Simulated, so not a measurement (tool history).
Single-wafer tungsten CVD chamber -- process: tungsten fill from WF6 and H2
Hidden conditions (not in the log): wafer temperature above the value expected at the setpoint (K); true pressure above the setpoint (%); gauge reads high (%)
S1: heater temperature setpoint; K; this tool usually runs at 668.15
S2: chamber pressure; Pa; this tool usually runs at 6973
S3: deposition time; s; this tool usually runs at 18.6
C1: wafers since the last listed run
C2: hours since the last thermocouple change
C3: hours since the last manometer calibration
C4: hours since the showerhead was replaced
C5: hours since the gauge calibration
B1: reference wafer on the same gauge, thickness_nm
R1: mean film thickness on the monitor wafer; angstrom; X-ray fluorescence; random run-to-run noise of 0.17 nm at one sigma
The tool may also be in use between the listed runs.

| run | hour | S1 | S2 | S3 | C1 | C2 | C3 | C4 | C5 | B1 | R1 |
|---|---|---|---|---|---|---|---|---|---|---|---|
| 1 | 0.0 | 663.15 | 6973 | 18.6 | 0 | 1380.2 | 2594.4 | 5665.0 | 179.6 | 65.369 | 501.04 |
| 2 | 16.4 | 668.15 | 6973 | 16.4 | 565 | 1396.6 | 2610.8 | 5681.4 | 196.0 | 65.429 | 480.15 |
| 3 | 33.8 | 668.15 | 6973 | 18.6 | 600 | 1414.0 | 2628.2 | 5698.8 | 213.4 | 65.439 | 544.96 |
| 4 | 50.7 | 668.15 | 6973 | 18.6 | 583 | 1430.9 | 2645.1 | 5715.7 | 230.3 | 65.402 | 544.78 |
| 5 | 76.6 | 668.15 | 6973 | 18.6 | 893 | 1456.8 | 2671.0 | 5741.6 | 256.2 | 65.398 | 545.31 |
| 6 | 102.5 | 668.15 | 6973 | 18.6 | 893 | 1482.7 | 2696.9 | 5767.5 | 282.1 | 65.393 | 545.59 |
| 7 | 120.8 | 668.15 | 6973 | 18.6 | 631 | 1501.0 | 2715.2 | 5785.8 | 300.4 | 65.372 | 545.14 |
| 8 | 145.1 | 668.15 | 6973 | 19.6 | 838 | 1525.3 | 2739.5 | 5810.1 | 324.7 | 65.378 | 574.20 |
| 9 | 172.8 | 668.15 | 6973 | 19.4 | 955 | 1553.0 | 2767.2 | 5837.8 | 352.4 | 65.463 | 566.09 |
|  | 191.1 | showerhead replaced |
| 10 | 191.6 | 668.15 | 6973 | 19.4 | 372 | 1571.8 | 2786.0 | 0.5 | 371.2 | 65.379 | 568.89 |
| 11 | 203.7 | 664.15 | 6346 | 17.0 | 417 | 1583.9 | 2798.1 | 12.6 | 383.3 | 65.385 | 438.96 |

Forecast run 12:
| 12 | 230.1 | 682.15 | 8653 | 19.6 | 910 | 1610.3 | 2824.5 | 39.0 | 409.7 | ? | ? |

B1: 65.496
R1: 798.88 angstrom
The same run, on a tool lacking any hidden state, would have yielded R1 885.23 angstrom.
